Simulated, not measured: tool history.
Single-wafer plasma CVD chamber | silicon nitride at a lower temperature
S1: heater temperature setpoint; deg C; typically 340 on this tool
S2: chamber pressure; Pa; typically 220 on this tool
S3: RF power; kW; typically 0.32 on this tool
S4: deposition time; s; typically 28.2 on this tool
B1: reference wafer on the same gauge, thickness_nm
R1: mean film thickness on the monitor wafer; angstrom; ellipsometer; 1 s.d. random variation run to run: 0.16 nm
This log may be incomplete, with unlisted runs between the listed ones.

run	day	S1	S2	S3	S4	B1	R1
1	0	340	220	0.32	28.2	35.092	362.17
2	1.079	340	220	0.32	28.2	35.119	359.59
3	1.688	340	220	0.32	28.2	35.074	361.12
4	2.421	340	220	0.32	28.2	35.128	357.45
5	3.892	340	220	0.32	28.2	35.077	359.85
6	5.262	340	220	0.32	28.2	35.087	360.52
7	6.212	340	220	0.32	28.2	35.125	361.49
8	7.262	340	220	0.32	28.2	35.128	357.74
9	8.104	340	220	0.32	28.2	35.115	356.97
10	9.1	340	220	0.32	28.2	35.044	356.65
# day 10.142: RF generator calibrated
# day 10.212: capacitance manometer re-zeroed and calibrated
11	10.233	340	220	0.32	28.2	35.044	374.19
# day 10.775: showerhead replaced, of another model than before
12	11.212	333	220	0.275	26.6	35.071	303.09
13	11.917	331	195	0.32	28.2	35.07	363.03
14	13.271	330	220	0.32	30.8	35.155	411.51
# day 13.358: gauge calibrated
15	13.796	353	220	0.32	28.2	35.131	372.06
16	14.708	349	259	0.32	28.2	35.103	384.88
17	16.204	336	220	0.32	31.1	35.112	414.77
18	17.392	340	172	0.32	28.2	35.113	353.45
19	17.95	340	220	0.32	28.2	35.124	371.04
# day 18.808: thermocouple changed; heater temperature recalibrated
20	22.388	340	220	0.32	28.2	35.101	375.11
21	23.567	340	220	0.26	28.2	35.115	298.64
22	24.979	340	220	0.32	32.5	35.089	426.68
23	26.304	346	220	0.265	28.2	35.042	305.09

4 ways to go on from here, each from the tool as it stands after run 23. What would each give?
A	26.321	340	171	0.32	28.2	?	?
B	26.321	340	268	0.32	28.2	?	?
C	26.321	331	263	0.265	25.9	?	?
D	26.321	330	248	0.32	28.2	?	?

run	B1	R1
A	35.108	352.06
B	35.108	391.38
C	35.108	294
D	35.108	385.63
With the hidden condition removed and each run's random variation left untouched, the same runs would have given:
run	R1
A	354.19
B	393.75
C	295.9
D	387.96
